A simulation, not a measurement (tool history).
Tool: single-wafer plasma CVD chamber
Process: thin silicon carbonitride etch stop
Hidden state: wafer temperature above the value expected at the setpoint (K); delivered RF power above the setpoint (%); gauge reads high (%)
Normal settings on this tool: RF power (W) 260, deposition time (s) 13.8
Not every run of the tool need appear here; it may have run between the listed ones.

run    hour  RF power (W)  deposition time (s)  wafers since the last listed run  hours since the last thermocouple change  hours since the last RF generator calibration  hours since the showerhead was replaced  hours since the gauge calibration  read-back reference wafer on the same gauge, thickness_nm  mean film thickness on the monitor wafer (angstrom)
  1       0           260                 13.8                                 0                                       723                                         1744.8                                   6169.5                             1493.6                                                       8.84                                                92.65
  2    69.2           260                 13.8                              1256                                     792.2                                           1814                                   6238.7                             1562.8                                                      8.839                                                92.42
  3   119.7           260                 13.8                               916                                     842.7                                         1864.5                                   6289.2                             1613.3                                                      8.837                                                 92.6
  4   183.9           260                 13.8                              1165                                     906.9                                         1928.7                                   6353.4                             1677.5                                                       8.84                                                92.73
  5   242.3           240                 13.8                              1060                                     965.3                                         1987.1                                   6411.8                             1735.9                                                      8.838                                                90.19
  6   309.2           260                 13.8                              1214                                    1032.2                                           2054                                   6478.7                             1802.8                                                      8.841                                                92.38
  7   368.8           260                 13.8                              1081                                    1091.8                                         2113.6                                   6538.3                             1862.4                                                       8.84                                                92.38
  8   436.4           260                 13.8                              1227                                    1159.4                                         2181.2                                   6605.9                               1930                                                      8.838                                                92.44
  9   489.2           260                 13.8                               958                                    1212.2                                           2234                                   6658.7                             1982.8                                                      8.842                                                92.24
        558  -- RF generator calibrated
 10   558.5           260                 13.8                              1112                                    1281.5                                            0.5                                     6728                             2052.1                                                      8.839                                                 93.2
 11   596.6           295                 15.3                               691                                    1319.6                                           38.6                                   6766.1                             2090.2                                                      8.839                                               108.05
 12   651.5           295                 15.3                               996                                    1374.5                                           93.5                                     6821                             2145.1                                                      8.839                                               107.98
 13   703.3           295                 15.3                               940                                    1426.3                                          145.3                                   6872.8                             2196.9                                                      8.845                                               107.99
 14   750.8           260                 13.8                               862                                    1473.8                                          192.8                                   6920.3                             2244.4                                                      8.841                                                 93.2
        797  -- gauge calibrated
 15     820           260                 13.8                              1256                                      1543                                            262                                   6989.5                                 23                                                      8.841                                                93.18
 16   854.5           260                 13.8                               626                                    1577.5                                          296.5                                     7024                               57.5                                                      8.843                                                93.24
      975.9  -- thermocouple changed; heater temperature recalibrated
 17   983.8           260                 13.8                              2201                                       7.9                                          425.8                                   7153.3                              186.8                                                      8.841                                                93.29
 18  1031.3           260                 13.8                               862                                      55.4                                          473.3                                   7200.8                              234.3                                                      8.841                                                92.99
 19  1075.6           260                 13.8                               804                                      99.7                                          517.6                                   7245.1                              278.6                                                       8.84                                                93.09
 20  1107.8           275                 12.8                               584                                     131.9                                          549.8                                   7277.3                              310.8                                                      8.842                                                88.11
 21  1172.9           295                 14.9                              1181                                       197                                          614.9                                   7342.4                              375.9                                                       8.84                                               104.83
 22  1208.5           260                 13.8                               646                                     232.6                                          650.5                                     7378                              411.5                                                      8.835                                                93.03
 23  1265.4           260                 13.8                              1032                                     289.5                                          707.4                                   7434.9                              468.4                                                      8.838                                                93.13
 24  1297.6           305                 13.8                               584                                     321.7                                          739.6                                   7467.1                              500.6                                                      8.841                                                 98.1
 25  1337.3           285                   12                               720                                     361.4                                          779.3                                   7506.8                              540.3                                                      8.841                                                83.46
     1345.5  -- showerhead replaced
 26  1394.2           310                 15.4                               887                                     418.3                                          836.2                                     48.7                              597.2                                                      8.838                                               110.15
 27  1424.9           260                 13.8                               557                                       449                                          866.9                                     79.4                              627.9                                                      8.842                                                93.05
 28  1471.5           260                 13.8                               845                                     495.6                                          913.5                                      126                              674.5                                                       8.84                                                92.84
 29  1526.7           260                 13.8                              1002                                     550.8                                          968.7                                    181.2                              729.7                                                      8.837                                                93.04
 30  1597.3           260                 11.3                              1281                                     621.4                                         1039.3                                    251.8                              800.3                                                      8.842                                                   76
 31  1638.9           225                 11.1                               755                                       663                                         1080.9                                    293.4                              841.9                                                      8.839                                                71.03
 32  1668.1           260                 13.8                               530                                     692.2                                         1110.1                                    322.6                              871.1                                                      8.841                                                92.91
 33  1705.6           260                 13.1                               680                                     729.7                                         1147.6                                    360.1                              908.6                                                      8.836                                                88.03
 34  1761.2           260                 14.6                              1009                                     785.3                                         1203.2                                    415.7                              964.2                                                       8.84                                                98.26
 35  1800.1           290                 15.3                               706                                     824.2                                         1242.1                                    454.6                             1003.1                                                      8.839                                               106.51
 36  1846.3           260                 16.3                               838                                     870.4                                         1288.3                                    500.8                             1049.3                                                      8.841                                               109.75

Pick out some run-to-run changes in mean film thickness on the monitor wafer (angstrom). Of each, how much would a tool without hidden state show as well, from the settings, what came in and chance, and how much is left for the hidden state and any gauge scatter not in both results compared?
Run 9 -> 10: RF generator calibrated. mean film thickness on the monitor wafer (angstrom) +0.96: hidden state +1, all else -0.04.
Run 25 -> 26: RF power (W) 285 -> 310, deposition time (s) 12 -> 15.4, showerhead replaced. mean film thickness on the monitor wafer (angstrom) +26.69: hidden state -0.14, all else +26.83.
Run 26 -> 27: RF power (W) 310 -> 260, deposition time (s) 15.4 -> 13.8. mean film thickness on the monitor wafer (angstrom) -17.1: hidden state +0.06, all else -17.16.
Run 31 -> 32: RF power (W) 225 -> 260, deposition time (s) 11.1 -> 13.8. mean film thickness on the monitor wafer (angstrom) +21.88: hidden state -0.13, all else +22.01.
